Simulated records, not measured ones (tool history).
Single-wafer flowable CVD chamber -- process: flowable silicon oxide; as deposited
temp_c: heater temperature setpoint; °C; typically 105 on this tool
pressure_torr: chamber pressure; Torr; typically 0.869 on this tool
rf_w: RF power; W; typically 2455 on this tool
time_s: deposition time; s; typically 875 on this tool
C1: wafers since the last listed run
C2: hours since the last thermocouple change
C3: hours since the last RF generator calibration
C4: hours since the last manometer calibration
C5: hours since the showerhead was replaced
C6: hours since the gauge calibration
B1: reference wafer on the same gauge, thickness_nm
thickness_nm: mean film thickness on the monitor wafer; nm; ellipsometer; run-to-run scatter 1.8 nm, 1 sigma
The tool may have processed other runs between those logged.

Run 1, hour 0.0: usual settings but temp_c 115 °C; C1 0; C2 1075.8; C3 1805.4; C4 1590.9; C5 4538.3; C6 722.4; B1 533.439. Result: thickness_nm 392.020 nm.
Run 2, hour 45.9: usual settings but temp_c 115 °C; C1 142; C2 1121.7; C3 1851.3; C4 1636.8; C5 4584.2; C6 768.3; B1 533.085. Result: thickness_nm 392.522 nm.
Run 3, hour 82.1: usual settings but temp_c 115 °C; C1 112; C2 1157.9; C3 1887.5; C4 1673.0; C5 4620.4; C6 804.5; B1 533.899. Result: thickness_nm 395.154 nm.
Run 4, hour 118.2: usual settings but pressure_torr 0.727 Torr, rf_w 2810 W; C1 111; C2 1194.0; C3 1923.6; C4 1709.1; C5 4656.5; C6 840.6; B1 534.864. Result: thickness_nm 454.989 nm.
Run 5, hour 223.8: usual settings but time_s 922 s; C1 327; C2 1299.6; C3 2029.2; C4 1814.7; C5 4762.1; C6 946.2; B1 533.863. Result: thickness_nm 553.094 nm.
Run 6, hour 272.2: usual settings but temp_c 113 °C, rf_w 2140 W; C1 150; C2 1348.0; C3 2077.6; C4 1863.1; C5 4810.5; C6 994.6; B1 534.612. Result: thickness_nm 403.922 nm.
At hour 298.5: gauge calibrated.
Run 7, hour 327.1: usual settings but temp_c 113 °C, rf_w 2140 W; C1 170; C2 1402.9; C3 2132.5; C4 1918.0; C5 4865.4; C6 28.6; B1 534.563. Result: thickness_nm 407.670 nm.
Run 8, hour 432.8: usual settings but time_s 1039 s; C1 327; C2 1508.6; C3 2238.2; C4 2023.7; C5 4971.1; C6 134.3; B1 533.652. Result: thickness_nm 627.005 nm.
At hour 459.5: showerhead replaced.
At hour 477.4: thermocouple changed; heater temperature recalibrated.
Run 9, hour 477.8: usual settings but temp_c 99 °C, pressure_torr 0.760 Torr, rf_w 2645 W, time_s 750 s; C1 89; C2 0.4; C3 2283.2; C4 2068.7; C5 18.3; C6 179.3; B1 533.086. Result: thickness_nm 446.282 nm.
Run 10, hour 519.3: usual settings but pressure_torr 1.050 Torr; C1 128; C2 41.9; C3 2324.7; C4 2110.2; C5 59.8; C6 220.8; B1 534.751. Result: thickness_nm 578.453 nm.
Run 11, hour 603.7: usual settings but pressure_torr 0.958 Torr, rf_w 2200 W; C1 261; C2 126.3; C3 2409.1; C4 2194.6; C5 144.2; C6 305.2; B1 534.068. Result: thickness_nm 529.308 nm.
At hour 628.9: capacitance manometer re-zeroed and calibrated.
At hour 648.9: RF generator calibrated.
Run 12, hour 677.2: usual settings but time_s 1039 s; C1 178; C2 199.8; C3 28.3; C4 48.3; C5 217.7; C6 378.7; B1 533.473. Result: thickness_nm 590.181 nm.
Run 13, hour 770.1: usual settings but rf_w 1995 W; C1 288; C2 292.7; C3 121.2; C4 141.2; C5 310.6; C6 471.6; B1 534.508. Result: thickness_nm 477.510 nm.
Run 14, hour 854.7: usual settings but temp_c 115 °C, rf_w 2300 W; C1 262; C2 377.3; C3 205.8; C4 225.8; C5 395.2; C6 556.2; B1 533.860. Result: thickness_nm 374.844 nm.
Run 15, hour 903.8: usual settings; C1 152; C2 426.4; C3 254.9; C4 274.9; C5 444.3; C6 605.3; B1 533.997. Result: thickness_nm 511.678 nm.

What differs in the tool's unlogged condition from the final listed run ahead of each entry between runs to the first listed run following it?
After run 6, before run 7: gauge calibrated (hour 298.5)
  wafer temperature above the value expected at the setpoint (K): -2.41 -> -2.43
  measured minus no-state result, thickness_nm: +26.143 -> +26.607 nm
After run 8, before run 9: showerhead replaced (hour 459.5); thermocouple changed; heater temperature recalibrated (hour 477.4)
  wafer temperature above the value expected at the setpoint (K): -2.47 -> 0.443
  measured minus no-state result, thickness_nm: +43.987 -> -5.742 nm
After run 11, before run 12: capacitance manometer re-zeroed and calibrated (hour 628.9); RF generator calibrated (hour 648.9)
  wafer temperature above the value expected at the setpoint (K): -0.222 -> -0.539
  measured minus no-state result, thickness_nm: +3.443 -> +9.269 nm
